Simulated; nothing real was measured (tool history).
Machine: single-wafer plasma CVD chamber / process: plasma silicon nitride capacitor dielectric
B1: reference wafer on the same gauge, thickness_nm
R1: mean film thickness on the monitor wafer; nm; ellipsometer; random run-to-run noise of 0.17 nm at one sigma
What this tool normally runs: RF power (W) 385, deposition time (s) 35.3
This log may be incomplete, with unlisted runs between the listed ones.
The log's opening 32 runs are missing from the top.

{"run": 33, "hour": 1706.4, "RF power (W)": 440, "deposition time (s)": 39.6, "B1": 45.164, "R1": 55.339}
{"run": 34, "hour": 1772.0, "RF power (W)": 385, "deposition time (s)": 35.3, "B1": 45.13, "R1": 47.99}
{"run": 35, "hour": 1797.3, "RF power (W)": 425, "deposition time (s)": 41.2, "B1": 45.204, "R1": 57.112}
{"run": 36, "hour": 1846.9, "RF power (W)": 325, "deposition time (s)": 35.3, "B1": 45.174, "R1": 45.996}
{"run": 37, "hour": 2001.2, "RF power (W)": 385, "deposition time (s)": 31.1, "B1": 45.247, "R1": 41.97}
{"run": 38, "hour": 2047.3, "RF power (W)": 440, "deposition time (s)": 31.3, "B1": 45.202, "R1": 43.827}
{"run": 39, "hour": 2078.4, "RF power (W)": 385, "deposition time (s)": 35.3, "B1": 45.209, "R1": 47.335}
{"run": 40, "hour": 2119.3, "RF power (W)": 310, "deposition time (s)": 39.7, "B1": 45.265, "R1": 50.879}
{"run": 41, "hour": 2175.0, "RF power (W)": 385, "deposition time (s)": 35.3, "B1": 45.177, "R1": 47.376}
{"run": 42, "hour": 2235.1, "RF power (W)": 340, "deposition time (s)": 29.3, "B1": 45.227, "R1": 38.011}
{"run": 43, "hour": 2266.2, "RF power (W)": 385, "deposition time (s)": 35.3, "B1": 45.151, "R1": 47.392}
{"run": 44, "hour": 2324.6, "RF power (W)": 385, "deposition time (s)": 35.3, "B1": 45.165, "R1": 47.32}
{"run": 45, "hour": 2374.1, "RF power (W)": 385, "deposition time (s)": 35.3, "B1": 45.201, "R1": 47.32}

Here are 3 independent what-if runs from the current tool condition. What would each one return?
{"run": "A", "hour": 2374.5, "RF power (W)": 385, "deposition time (s)": 35.3, "B1": "?", "R1": "?"}
{"run": "B", "hour": 2374.5, "RF power (W)": 440, "deposition time (s)": 31.9, "B1": "?", "R1": "?"}
{"run": "C", "hour": 2374.5, "RF power (W)": 420, "deposition time (s)": 30.7, "B1": "?", "R1": "?"}

run=A B1=45.143 R1=47.625
run=B B1=45.143 R1=44.408
run=C B1=45.143 R1=42.269
Stripped of hidden state, with their random variation kept, the same runs would have yielded:
run=A R1=48.222
run=B R1=44.964
run=C R1=42.799

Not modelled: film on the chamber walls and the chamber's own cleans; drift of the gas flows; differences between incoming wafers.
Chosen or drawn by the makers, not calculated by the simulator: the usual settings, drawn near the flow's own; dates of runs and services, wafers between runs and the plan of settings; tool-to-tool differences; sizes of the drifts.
